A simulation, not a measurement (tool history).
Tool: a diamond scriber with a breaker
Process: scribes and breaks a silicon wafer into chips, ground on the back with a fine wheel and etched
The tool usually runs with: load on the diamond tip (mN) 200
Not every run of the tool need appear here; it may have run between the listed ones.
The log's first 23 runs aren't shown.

run    hour  load on the diamond tip (mN)  incoming depth of the damage left on the back of the incoming wafer, um  depth of the median crack under the scribed line (nm)  chips rejected at inspection after the break (%)
 24  1247.1                           200                                                                     0.64                                                  14820                                              1.15
 25  1315.4                           243                                                                     0.74                                                  16140                                                 2
 26  1378.3                           256                                                                      0.5                                                  16620                                              2.95
 27  1406.2                           142                                                                     0.52                                                  12840                                             10.22
 28  1584.3                           200                                                                     0.73                                                  14630                                              1.61
 29  1651.9                           219                                                                     0.69                                                  15320                                              1.01
     1657.1  -- diamond tip replaced by a new one
 30  1689.3                           259                                                                      0.8                                                  17640                                              7.01
 31  1721.4                           142                                                                     0.34                                                  13310                                              5.16
 32  1751.2                           200                                                                     0.35                                                  15170                                              1.07
 33  1803.4                           162                                                                     0.39                                                  14430                                              2.65
 34  1853.9                           253                                                                     0.38                                                  16760                                              5.55
 35  1916.4                           163                                                                     0.51                                                  14250                                              2.85
 36  1959.4                           257                                                                     0.65                                                  16830                                              5.75
 37  2017.3                           221                                                                     0.47                                                  16060                                              1.76
 38  2053.7                           171                                                                     0.52                                                  14260                                              2.06
 39  2102.5                           200                                                                     0.47                                                  15390                                              0.96
 40  2166.2                           200                                                                     0.62                                                  15290                                              0.93
 41  2193.6                           221                                                                     0.32                                                  16020                                               1.4
 42    2221                           255                                                                     0.59                                                  16890                                              4.37

Consider 3 possible next runs. They are alternatives, not a sequence: every one starts from the tool as it was left by run 42. What does each give?
  A  2221.7                           200                                                                     0.77                                                      ?                                                 ?
  B  2221.7                           217                                                                     0.77                                                      ?                                                 ?
  C  2221.7                           233                                                                     0.77                                                      ?                                                 ?

run  depth of the median crack under the scribed line (nm)  chips rejected at inspection after the break (%)
  A                                                  15190                                              1.06
  B                                                  15700                                              1.37
  C                                                  16180                                              2.41
Without the tool's unlogged condition, the same runs would have read:
run  depth of the median crack under the scribed line (nm)  chips rejected at inspection after the break (%)
  A                                                  15260                                              1.05
  B                                                  15780                                               1.5
  C                                                  16260                                              2.65

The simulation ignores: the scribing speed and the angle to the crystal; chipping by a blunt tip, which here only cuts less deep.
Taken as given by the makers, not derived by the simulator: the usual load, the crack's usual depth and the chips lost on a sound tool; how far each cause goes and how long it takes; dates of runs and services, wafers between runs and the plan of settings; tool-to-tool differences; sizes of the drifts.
